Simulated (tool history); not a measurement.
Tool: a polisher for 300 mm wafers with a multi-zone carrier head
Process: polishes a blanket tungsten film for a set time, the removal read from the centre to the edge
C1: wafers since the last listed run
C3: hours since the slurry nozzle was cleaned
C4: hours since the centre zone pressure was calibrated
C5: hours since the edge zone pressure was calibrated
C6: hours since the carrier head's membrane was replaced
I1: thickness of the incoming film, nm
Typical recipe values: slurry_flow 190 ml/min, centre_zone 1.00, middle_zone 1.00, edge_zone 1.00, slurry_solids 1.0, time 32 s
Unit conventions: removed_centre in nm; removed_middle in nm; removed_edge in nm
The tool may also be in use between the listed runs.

{"run": 1, "hour": 0.0, "slurry_flow": 190, "centre_zone": 1.0, "middle_zone": 0.91, "edge_zone": 1.0, "slurry_solids": 1.0, "time": 32, "C1": 0, "wafers polished on this pad": 707, "C3": 304.3, "C4": 618.5, "C5": 1018.2, "C6": 1470.3, "I1": 1534.0, "removed_centre": 238.7, "removed_middle": 208.2, "removed_edge": 220.2}
{"run": 2, "hour": 9.6, "slurry_flow": 190, "centre_zone": 1.0, "middle_zone": 0.91, "edge_zone": 1.0, "slurry_solids": 1.0, "time": 32, "C1": 109, "wafers polished on this pad": 817, "C3": 313.9, "C4": 628.1, "C5": 1027.8, "C6": 1479.9, "I1": 1536.5, "removed_centre": 244.6, "removed_middle": 205.9, "removed_edge": 215.4}
{"hour": 19.0, "done": "worn pad replaced by a new one"}
{"run": 3, "hour": 21.3, "slurry_flow": 190, "centre_zone": 1.0, "middle_zone": 1.0, "edge_zone": 1.0, "slurry_solids": 1.0, "time": 32, "C1": 88, "wafers polished on this pad": 26, "C3": 325.6, "C4": 639.8, "C5": 1039.5, "C6": 1491.6, "I1": 1539.1, "removed_centre": 242.3, "removed_middle": 223.0, "removed_edge": 217.1}
{"hour": 32.5, "done": "slurry nozzle cleaned"}
{"run": 4, "hour": 33.9, "slurry_flow": 190, "centre_zone": 1.0, "middle_zone": 1.0, "edge_zone": 1.0, "slurry_solids": 1.0, "time": 32, "C1": 132, "wafers polished on this pad": 158, "C3": 1.4, "C4": 652.4, "C5": 1052.1, "C6": 1504.2, "I1": 1524.0, "removed_centre": 243.7, "removed_middle": 218.9, "removed_edge": 219.3}
{"hour": 69.7, "done": "centre zone pressure recalibrated"}
{"run": 5, "hour": 70.2, "slurry_flow": 190, "centre_zone": 1.0, "middle_zone": 1.0, "edge_zone": 1.0, "slurry_solids": 1.0, "time": 32, "C1": 392, "wafers polished on this pad": 551, "C3": 37.7, "C4": 0.5, "C5": 1088.4, "C6": 1540.5, "I1": 1535.5, "removed_centre": 218.4, "removed_middle": 223.5, "removed_edge": 216.7}
{"run": 6, "hour": 73.8, "slurry_flow": 190, "centre_zone": 1.0, "middle_zone": 1.0, "edge_zone": 1.0, "slurry_solids": 1.0, "time": 27, "C1": 41, "wafers polished on this pad": 592, "C3": 41.3, "C4": 4.1, "C5": 1092.0, "C6": 1544.1, "I1": 1533.5, "removed_centre": 187.5, "removed_middle": 186.1, "removed_edge": 183.1}
{"hour": 82.5, "done": "worn pad replaced by a new one"}
{"run": 7, "hour": 89.4, "slurry_flow": 190, "centre_zone": 1.0, "middle_zone": 1.05, "edge_zone": 1.0, "slurry_solids": 1.0, "time": 32, "C1": 132, "wafers polished on this pad": 78, "C3": 56.9, "C4": 19.7, "C5": 1107.6, "C6": 1559.7, "I1": 1515.0, "removed_centre": 216.6, "removed_middle": 218.8, "removed_edge": 215.7}
{"run": 8, "hour": 97.6, "slurry_flow": 190, "centre_zone": 1.0, "middle_zone": 0.97, "edge_zone": 1.0, "slurry_solids": 1.0, "time": 32, "C1": 93, "wafers polished on this pad": 172, "C3": 65.1, "C4": 27.9, "C5": 1115.8, "C6": 1567.9, "I1": 1551.3, "removed_centre": 220.1, "removed_middle": 224.4, "removed_edge": 217.5}
{"run": 9, "hour": 109.3, "slurry_flow": 155, "centre_zone": 1.1, "middle_zone": 0.89, "edge_zone": 1.0, "slurry_solids": 1.0, "time": 32, "C1": 133, "wafers polished on this pad": 306, "C3": 76.8, "C4": 39.6, "C5": 1127.5, "C6": 1579.6, "I1": 1507.4, "removed_centre": 236.6, "removed_middle": 200.3, "removed_edge": 212.2}
{"run": 10, "hour": 124.8, "slurry_flow": 190, "centre_zone": 1.0, "middle_zone": 1.07, "edge_zone": 1.0, "slurry_solids": 1.0, "time": 32, "C1": 177, "wafers polished on this pad": 483, "C3": 92.3, "C4": 55.1, "C5": 1143.0, "C6": 1595.1, "I1": 1545.1, "removed_centre": 221.6, "removed_middle": 230.2, "removed_edge": 217.8}
{"hour": 136.3, "done": "edge zone pressure recalibrated"}
{"hour": 137.4, "done": "carrier head's membrane replaced by a new one, of another model than before"}
{"run": 11, "hour": 137.9, "slurry_flow": 190, "centre_zone": 1.0, "middle_zone": 1.0, "edge_zone": 1.05, "slurry_solids": 1.0, "time": 32, "C1": 113, "wafers polished on this pad": 597, "C3": 105.4, "C4": 68.2, "C5": 1.6, "C6": 0.5, "I1": 1509.6, "removed_centre": 219.1, "removed_middle": 221.1, "removed_edge": 220.0}
{"run": 12, "hour": 140.9, "slurry_flow": 190, "centre_zone": 1.05, "middle_zone": 0.95, "edge_zone": 1.0, "slurry_solids": 1.0, "time": 32, "C1": 34, "wafers polished on this pad": 631, "C3": 108.4, "C4": 71.2, "C5": 4.6, "C6": 3.5, "I1": 1513.4, "removed_centre": 228.3, "removed_middle": 211.9, "removed_edge": 219.2}
{"hour": 146.6, "done": "worn pad replaced by a new one"}
{"run": 13, "hour": 150.6, "slurry_flow": 190, "centre_zone": 1.0, "middle_zone": 1.0, "edge_zone": 0.9, "slurry_solids": 1.0, "time": 36, "C1": 65, "wafers polished on this pad": 45, "C3": 118.1, "C4": 80.9, "C5": 14.3, "C6": 13.2, "I1": 1539.4, "removed_centre": 247.1, "removed_middle": 252.0, "removed_edge": 232.3}
{"run": 14, "hour": 167.6, "slurry_flow": 240, "centre_zone": 1.0, "middle_zone": 1.0, "edge_zone": 1.05, "slurry_solids": 1.1, "time": 32, "C1": 194, "wafers polished on this pad": 240, "C3": 135.1, "C4": 97.9, "C5": 31.3, "C6": 30.2, "I1": 1545.2, "removed_centre": 231.5, "removed_middle": 226.4, "removed_edge": 234.4}
{"run": 15, "hour": 191.4, "slurry_flow": 190, "centre_zone": 1.0, "middle_zone": 1.0, "edge_zone": 1.0, "slurry_solids": 1.0, "time": 42, "C1": 272, "wafers polished on this pad": 512, "C3": 158.9, "C4": 121.7, "C5": 55.1, "C6": 54.0, "I1": 1563.8, "removed_centre": 288.6, "removed_middle": 289.0, "removed_edge": 290.4}
{"hour": 208.4, "done": "worn pad replaced by a new one"}
{"run": 16, "hour": 208.9, "slurry_flow": 190, "centre_zone": 1.0, "middle_zone": 1.0, "edge_zone": 1.0, "slurry_solids": 1.0, "time": 32, "C1": 154, "wafers polished on this pad": 5, "C3": 176.4, "C4": 139.2, "C5": 72.6, "C6": 71.5, "I1": 1555.5, "removed_centre": 227.9, "removed_middle": 220.6, "removed_edge": 214.0}
{"run": 17, "hour": 215.3, "slurry_flow": 190, "centre_zone": 1.0, "middle_zone": 1.06, "edge_zone": 1.0, "slurry_solids": 1.0, "time": 32, "C1": 73, "wafers polished on this pad": 78, "C3": 182.8, "C4": 145.6, "C5": 79.0, "C6": 77.9, "I1": 1549.8, "removed_centre": 221.2, "removed_middle": 231.8, "removed_edge": 219.1}
{"run": 18, "hour": 221.3, "slurry_flow": 190, "centre_zone": 1.0, "middle_zone": 1.0, "edge_zone": 1.0, "slurry_solids": 1.0, "time": 32, "C1": 68, "wafers polished on this pad": 147, "C3": 188.8, "C4": 151.6, "C5": 85.0, "C6": 83.9, "I1": 1556.8, "removed_centre": 222.8, "removed_middle": 223.7, "removed_edge": 214.2}
{"run": 19, "hour": 231.8, "slurry_flow": 215, "centre_zone": 0.9, "middle_zone": 1.0, "edge_zone": 1.0, "slurry_solids": 1.0, "time": 22, "C1": 120, "wafers polished on this pad": 267, "C3": 199.3, "C4": 162.1, "C5": 95.5, "C6": 94.4, "I1": 1513.2, "removed_centre": 145.1, "removed_middle": 153.4, "removed_edge": 151.4}
{"run": 20, "hour": 248.7, "slurry_flow": 190, "centre_zone": 1.0, "middle_zone": 1.07, "edge_zone": 1.0, "slurry_solids": 1.0, "time": 32, "C1": 193, "wafers polished on this pad": 461, "C3": 216.2, "C4": 179.0, "C5": 112.4, "C6": 111.3, "I1": 1518.4, "removed_centre": 224.4, "removed_middle": 229.8, "removed_edge": 214.5}

Below are 5 alternative next runs, each starting from the tool's condition after run 20. Predict each:
{"run": "A", "hour": 249.1, "slurry_flow": 190, "centre_zone": 1.0, "middle_zone": 1.0, "edge_zone": 1.0, "slurry_solids": 1.0, "time": 32, "C1": 4, "wafers polished on this pad": 465, "C3": 216.6, "C4": 179.4, "C5": 112.8, "C6": 111.7, "I1": 1561.2, "removed_centre": "?", "removed_middle": "?", "removed_edge": "?"}
{"run": "B", "hour": 249.1, "slurry_flow": 130, "centre_zone": 1.0, "middle_zone": 1.0, "edge_zone": 1.0, "slurry_solids": 1.0, "time": 28, "C1": 4, "wafers polished on this pad": 465, "C3": 216.6, "C4": 179.4, "C5": 112.8, "C6": 111.7, "I1": 1561.2, "removed_centre": "?", "removed_middle": "?", "removed_edge": "?"}
{"run": "C", "hour": 249.1, "slurry_flow": 190, "centre_zone": 1.0, "middle_zone": 0.94, "edge_zone": 0.94, "slurry_solids": 1.3, "time": 32, "C1": 4, "wafers polished on this pad": 465, "C3": 216.6, "C4": 179.4, "C5": 112.8, "C6": 111.7, "I1": 1561.2, "removed_centre": "?", "removed_middle": "?", "removed_edge": "?"}
{"run": "D", "hour": 249.1, "slurry_flow": 190, "centre_zone": 1.0, "middle_zone": 1.08, "edge_zone": 1.09, "slurry_solids": 1.0, "time": 32, "C1": 4, "wafers polished on this pad": 465, "C3": 216.6, "C4": 179.4, "C5": 112.8, "C6": 111.7, "I1": 1561.2, "removed_centre": "?", "removed_middle": "?", "removed_edge": "?"}
{"run": "E", "hour": 249.1, "slurry_flow": 245, "centre_zone": 0.95, "middle_zone": 1.0, "edge_zone": 1.0, "slurry_solids": 1.0, "time": 28, "C1": 4, "wafers polished on this pad": 465, "C3": 216.6, "C4": 179.4, "C5": 112.8, "C6": 111.7, "I1": 1561.2, "removed_centre": "?", "removed_middle": "?", "removed_edge": "?"}

run=A removed_centre=225.5 removed_middle=217.3 removed_edge=220.1
run=B removed_centre=180.2 removed_middle=175.4 removed_edge=181.7
run=C removed_centre=238.4 removed_middle=218.5 removed_edge=228.0
run=D removed_centre=225.6 removed_middle=231.6 removed_edge=226.7
run=E removed_centre=199.0 removed_middle=197.4 removed_edge=198.0
Stripped of hidden state, with their random variation kept, the same runs would have yielded:
run=A removed_centre=216.4 removed_middle=217.4 removed_edge=220.1
run=B removed_centre=172.9 removed_middle=175.4 removed_edge=181.7
run=C removed_centre=228.8 removed_middle=218.5 removed_edge=228.0
run=D removed_centre=216.5 removed_middle=231.6 removed_edge=226.7
run=E removed_centre=191.0 removed_middle=197.4 removed_edge=198.0
